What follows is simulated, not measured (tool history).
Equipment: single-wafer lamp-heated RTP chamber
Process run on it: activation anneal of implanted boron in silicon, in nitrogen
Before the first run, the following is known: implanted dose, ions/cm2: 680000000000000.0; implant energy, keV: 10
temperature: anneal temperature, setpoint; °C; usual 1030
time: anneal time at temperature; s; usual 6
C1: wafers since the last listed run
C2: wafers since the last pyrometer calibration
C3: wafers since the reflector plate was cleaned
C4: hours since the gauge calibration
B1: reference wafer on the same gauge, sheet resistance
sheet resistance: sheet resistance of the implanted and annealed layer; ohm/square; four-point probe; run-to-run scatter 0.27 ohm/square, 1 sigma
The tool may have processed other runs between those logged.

Run 1, day 0: usual settings; C1 0; C2 5773; C3 8129; C4 719.3; B1 199.94. Result: sheet resistance 177.68 ohm/square.
At day 0.854: pyrometer window cleaned and pyrometer calibrated.
Run 2, day 1.154: usual settings; C1 267; C2 97; C3 8396; C4 747; B1 200.01. Result: sheet resistance 178.87 ohm/square.
At day 2.492: reflector plate cleaned.
Run 3, day 2.542: usual settings; C1 343; C2 441; C3 15; C4 780.3; B1 199.98. Result: sheet resistance 178.54 ohm/square.
Run 4, day 3.938: usual settings; C1 455; C2 896; C3 471; C4 813.8; B1 199.95. Result: sheet resistance 178.2 ohm/square.
Run 5, day 4.904: usual settings but time 7 s; C1 315; C2 1211; C3 786; C4 837; B1 199.99. Result: sheet resistance 178 ohm/square.
Run 6, day 5.662: usual settings but time 8 s; C1 247; C2 1459; C3 1033; C4 855.2; B1 200.02. Result: sheet resistance 177.49 ohm/square.
At day 9.325: gauge calibrated.
Run 7, day 9.462: usual settings but temperature 1019 °C; C1 1239; C2 2698; C3 2272; C4 3.3; B1 200. Result: sheet resistance 178.79 ohm/square.
Run 8, day 10.662: usual settings but temperature 1019 °C; C1 391; C2 3089; C3 2664; C4 32.1; B1 200.02. Result: sheet resistance 178.64 ohm/square.
Run 9, day 13.35: usual settings but temperature 1019 °C; C1 876; C2 3966; C3 3540; C4 96.6; B1 200.05. Result: sheet resistance 178.89 ohm/square.
Run 10, day 14.846: usual settings; C1 487; C2 4453; C3 4028; C4 132.5; B1 200.04. Result: sheet resistance 177.81 ohm/square.
Run 11, day 16.033: usual settings; C1 387; C2 4841; C3 4415; C4 161; B1 200. Result: sheet resistance 176.95 ohm/square.
At day 16.504: pyrometer window cleaned and pyrometer calibrated.
Run 12, day 16.725: usual settings; C1 116; C2 71; C3 4532; C4 177.6; B1 200. Result: sheet resistance 178.22 ohm/square.
Run 13, day 17.829: usual settings but time 4 s; C1 360; C2 431; C3 4892; C4 204.1; B1 200. Result: sheet resistance 178.59 ohm/square.
Run 14, day 19.129: usual settings but temperature 1042 °C, time 3 s; C1 423; C2 855; C3 5316; C4 235.3; B1 199.96. Result: sheet resistance 178.02 ohm/square.
Run 15, day 20.346: usual settings; C1 396; C2 1252; C3 5713; C4 264.5; B1 199.92. Result: sheet resistance 177.91 ohm/square.
Run 16, day 21.138: usual settings but temperature 1016 °C, time 3 s; C1 258; C2 1510; C3 5971; C4 283.5; B1 200.07. Result: sheet resistance 180.61 ohm/square.
Run 17, day 22.292: usual settings but temperature 1008 °C, time 5 s; C1 376; C2 1887; C3 6347; C4 311.2; B1 200.05. Result: sheet resistance 180.33 ohm/square.
Run 18, day 23.746: usual settings but temperature 1015 °C, time 4 s; C1 474; C2 2361; C3 6821; C4 346.1; B1 199.99. Result: sheet resistance 179.94 ohm/square.
At day 25.308: reflector plate cleaned.
Run 19, day 25.329: usual settings but temperature 1049 °C, time 4 s; C1 407; C2 2768; C3 7; C4 384.1; B1 200.04. Result: sheet resistance 177.46 ohm/square.
Run 20, day 26.529: usual settings; C1 391; C2 3160; C3 398; C4 412.9; B1 199.98. Result: sheet resistance 177.61 ohm/square.
Run 21, day 27.346: usual settings; C1 266; C2 3426; C3 665; C4 432.5; B1 199.97. Result: sheet resistance 177.94 ohm/square.
Run 22, day 27.929: usual settings but temperature 1003 °C, time 4 s; C1 190; C2 3616; C3 855; C4 446.5; B1 200.03. Result: sheet resistance 180.91 ohm/square.
Run 23, day 28.688: usual settings but temperature 1020 °C, time 7 s; C1 247; C2 3864; C3 1102; C4 464.7; B1 199.96. Result: sheet resistance 178.06 ohm/square.
Run 24, day 29.367: usual settings but temperature 1004 °C, time 9 s; C1 221; C2 4085; C3 1324; C4 481; B1 199.96. Result: sheet resistance 179.52 ohm/square.
Run 25, day 30.679: usual settings but temperature 1002 °C, time 3 s; C1 428; C2 4513; C3 1752; C4 512.5; B1 200.02. Result: sheet resistance 182.05 ohm/square.
Run 26, day 32.108: usual settings but temperature 1056 °C, time 5 s; C1 466; C2 4979; C3 2218; C4 546.8; B1 199.99. Result: sheet resistance 176.51 ohm/square.
Run 27, day 33.046: usual settings; C1 305; C2 5285; C3 2523; C4 569.3; B1 199.99. Result: sheet resistance 177.2 ohm/square.
At day 34.1: pyrometer window cleaned and pyrometer calibrated.
Run 28, day 34.121: usual settings but temperature 1012 °C, time 8 s; C1 241; C2 6; C3 2765; C4 595.1; B1 199.97. Result: sheet resistance 180.02 ohm/square.
Run 29, day 34.462: usual settings but temperature 1039 °C; C1 111; C2 118; C3 2877; C4 603.3; B1 199.99. Result: sheet resistance 177.06 ohm/square.
Run 30, day 35.942: usual settings but temperature 1038 °C, time 3 s; C1 482; C2 600; C3 3359; C4 638.8; B1 200.05. Result: sheet resistance 178.43 ohm/square.
Run 31, day 36.533: usual settings but time 5 s; C1 192; C2 793; C3 3552; C4 653; B1 199.93. Result: sheet resistance 179.04 ohm/square.
Run 32, day 37.042: usual settings but temperature 1005 °C; C1 165; C2 959; C3 3718; C4 665.2; B1 200.02. Result: sheet resistance 181.7 ohm/square.
Run 33, day 37.804: usual settings but temperature 1060 °C, time 7 s; C1 248; C2 1207; C3 3966; C4 683.5; B1 200.02. Result: sheet resistance 176.04 ohm/square.
Run 34, day 38.679: usual settings; C1 285; C2 1493; C3 4252; C4 704.5; B1 199.98. Result: sheet resistance 178.75 ohm/square.
Run 35, day 39.825: usual settings but temperature 1049 °C, time 8 s; C1 373; C2 1866; C3 4625; C4 732; B1 200.02. Result: sheet resistance 176.66 ohm/square.
Run 36, day 40.921: usual settings but temperature 1021 °C, time 8 s; C1 357; C2 2224; C3 4983; C4 758.3; B1 200. Result: sheet resistance 178.64 ohm/square.

5 options for the next run, each taken on its own from the tool as it stands now. Forecast them:
Run A, day 40.938: usual settings but temperature 1043 °C; C1 5; C2 2229; C3 4988; C4 758.7; B1 ?. Result: sheet resistance ?.
Run B, day 40.938: usual settings but temperature 1011 °C, time 4 s; C1 5; C2 2229; C3 4988; C4 758.7; B1 ?. Result: sheet resistance ?.
Run C, day 40.938: usual settings but temperature 1016 °C, time 8 s; C1 5; C2 2229; C3 4988; C4 758.7; B1 ?. Result: sheet resistance ?.
Run D, day 40.938: usual settings but temperature 1002 °C, time 4 s; C1 5; C2 2229; C3 4988; C4 758.7; B1 ?. Result: sheet resistance ?.
Run E, day 40.938: usual settings but temperature 1004 °C, time 4 s; C1 5; C2 2229; C3 4988; C4 758.7; B1 ?. Result: sheet resistance ?.

run      B1  sheet resistance
  A  199.98            177.17
  B  199.98            180.97
  C  199.98            178.75
  D  199.98            182.97
  E  199.98            182.45
Without the tool's hidden state the same runs would have given:
run  sheet resistance
  A            177.51
  B            182.18
  C            179.54
  D            184.85
  E            184.15

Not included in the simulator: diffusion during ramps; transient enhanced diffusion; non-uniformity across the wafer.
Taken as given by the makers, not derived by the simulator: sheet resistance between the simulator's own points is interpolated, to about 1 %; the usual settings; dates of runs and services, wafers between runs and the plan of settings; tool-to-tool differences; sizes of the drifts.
